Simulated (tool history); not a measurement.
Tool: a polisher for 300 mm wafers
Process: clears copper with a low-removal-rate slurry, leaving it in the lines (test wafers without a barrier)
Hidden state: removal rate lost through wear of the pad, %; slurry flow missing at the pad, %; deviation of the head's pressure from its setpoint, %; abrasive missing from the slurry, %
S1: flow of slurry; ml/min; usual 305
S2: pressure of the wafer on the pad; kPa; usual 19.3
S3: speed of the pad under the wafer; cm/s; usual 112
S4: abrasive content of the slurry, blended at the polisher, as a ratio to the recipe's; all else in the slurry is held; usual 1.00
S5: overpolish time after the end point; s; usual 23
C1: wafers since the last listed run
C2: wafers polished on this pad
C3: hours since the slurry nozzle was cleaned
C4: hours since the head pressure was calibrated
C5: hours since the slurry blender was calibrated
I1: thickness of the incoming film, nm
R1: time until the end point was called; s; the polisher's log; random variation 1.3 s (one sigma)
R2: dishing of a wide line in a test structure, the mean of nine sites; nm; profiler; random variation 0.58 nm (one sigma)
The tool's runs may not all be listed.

| run | hour | S1 | S2 | S3 | S4 | S5 | C1 | C2 | C3 | C4 | C5 | I1 | R1 | R2 |
|---|---|---|---|---|---|---|---|---|---|---|---|---|---|---|
| 1 | 0.0 | 305 | 19.3 | 112 | 1.00 | 23 | 0 | 3552 | 206.5 | 1101.2 | 261.1 | 388.2 | 154.3 | 41.1 |
| 2 | 37.2 | 305 | 19.3 | 112 | 1.00 | 23 | 284 | 3837 | 243.7 | 1138.4 | 298.3 | 388.3 | 156.6 | 41.7 |
|  | 105.8 | worn pad replaced by a new one |
| 3 | 106.3 | 305 | 19.3 | 112 | 1.00 | 23 | 497 | 3 | 312.8 | 1207.5 | 367.4 | 389.8 | 155.6 | 41.1 |
|  | 124.2 | head pressure recalibrated |
| 4 | 177.0 | 355 | 19.3 | 112 | 1.00 | 23 | 525 | 529 | 383.5 | 52.8 | 438.1 | 390.7 | 152.2 | 41.7 |
| 5 | 240.3 | 305 | 19.3 | 112 | 1.00 | 28 | 484 | 1013 | 446.8 | 116.1 | 501.4 | 382.5 | 153.2 | 49.0 |
|  | 309.8 | slurry blender recalibrated |
| 6 | 336.5 | 305 | 19.3 | 112 | 1.00 | 28 | 720 | 1734 | 543.0 | 212.3 | 26.7 | 386.3 | 153.7 | 48.4 |
| 7 | 413.4 | 305 | 19.3 | 112 | 1.00 | 23 | 588 | 2322 | 619.9 | 289.2 | 103.6 | 394.6 | 157.0 | 40.7 |
|  | 426.6 | slurry nozzle cleaned |
| 8 | 623.4 | 305 | 19.3 | 112 | 0.85 | 23 | 1598 | 3920 | 196.8 | 499.2 | 313.6 | 388.9 | 158.7 | 39.2 |
| 9 | 668.5 | 305 | 19.3 | 112 | 1.30 | 23 | 344 | 4265 | 241.9 | 544.3 | 358.7 | 393.9 | 145.6 | 44.2 |
| 10 | 725.6 | 305 | 19.3 | 150 | 1.00 | 19 | 436 | 4702 | 299.0 | 601.4 | 415.8 | 389.5 | 115.3 | 44.1 |
|  | 771.4 | worn pad replaced by a new one |
| 11 | 806.7 | 305 | 26.2 | 92 | 0.75 | 23 | 589 | 270 | 380.1 | 682.5 | 496.9 | 396.2 | 153.9 | 40.9 |
| 12 | 876.3 | 305 | 19.3 | 112 | 1.00 | 23 | 532 | 802 | 449.7 | 752.1 | 566.5 | 397.3 | 156.1 | 40.8 |
|  | 889.7 | slurry blender recalibrated |
| 13 | 928.4 | 305 | 19.3 | 112 | 1.00 | 23 | 383 | 1185 | 501.8 | 804.2 | 38.7 | 388.6 | 154.9 | 40.8 |
| 14 | 985.4 | 245 | 22.1 | 112 | 1.00 | 23 | 435 | 1621 | 558.8 | 861.2 | 95.7 | 393.2 | 139.0 | 44.5 |
| 15 | 1086.7 | 305 | 19.3 | 112 | 1.00 | 29 | 774 | 2396 | 660.1 | 962.5 | 197.0 | 391.3 | 156.1 | 49.8 |
|  | 1133.8 | slurry nozzle cleaned |
| 16 | 1188.5 | 305 | 19.3 | 112 | 0.70 | 30 | 771 | 3167 | 54.7 | 1064.3 | 298.8 | 385.5 | 170.9 | 46.4 |
|  | 1246.1 | head pressure recalibrated |
| 17 | 1280.9 | 305 | 19.3 | 112 | 1.00 | 29 | 691 | 3859 | 147.1 | 34.8 | 391.2 | 387.3 | 152.1 | 50.6 |
|  | 1339.8 | worn pad replaced by a new one |
| 18 | 1340.3 | 305 | 19.3 | 112 | 1.00 | 23 | 423 | 3 | 206.5 | 94.2 | 450.6 | 391.8 | 156.6 | 39.4 |
| 19 | 1373.0 | 400 | 23.4 | 112 | 1.15 | 32 | 250 | 253 | 239.2 | 126.9 | 483.3 | 390.1 | 120.2 | 68.6 |
|  | 1472.5 | slurry blender recalibrated |
| 20 | 1473.0 | 305 | 19.3 | 112 | 1.00 | 23 | 749 | 1003 | 339.2 | 226.9 | 0.5 | 383.3 | 149.8 | 41.2 |
| 21 | 1521.7 | 380 | 24.1 | 112 | 0.75 | 13 | 372 | 1375 | 387.9 | 275.6 | 49.2 | 390.4 | 132.0 | 28.7 |
| 22 | 1606.5 | 200 | 25.5 | 112 | 1.20 | 23 | 648 | 2024 | 472.7 | 360.4 | 134.0 | 384.8 | 114.6 | 53.3 |
| 23 | 1660.1 | 305 | 19.3 | 144 | 1.00 | 29 | 409 | 2434 | 526.3 | 414.0 | 187.6 | 386.0 | 117.9 | 62.5 |
| 24 | 1751.7 | 305 | 19.3 | 112 | 1.00 | 23 | 700 | 3135 | 617.9 | 505.6 | 279.2 | 390.3 | 153.8 | 40.3 |
|  | 1805.1 | slurry nozzle cleaned |
| 25 | 1838.5 | 390 | 19.3 | 112 | 0.75 | 23 | 656 | 3791 | 33.4 | 592.4 | 366.0 | 396.9 | 167.4 | 37.9 |
| 26 | 1909.7 | 305 | 19.3 | 86 | 1.00 | 23 | 544 | 4335 | 104.6 | 663.6 | 437.2 | 396.1 | 206.8 | 32.9 |

Run 27 comes next. What will it give?
|  | 1948.9 | worn pad replaced by a new one |
| 27 | 1997.5 | 305 | 19.3 | 148 | 1.00 | 23 | 640 | 371 | 192.4 | 751.4 | 525.0 | 394.6 | ? | ? |

Run 27 gave R1 117.7 s, R2 52.0 nm.
Without the tool's hidden state the same run would have given R1 117.7 s, R2 52.0 nm.
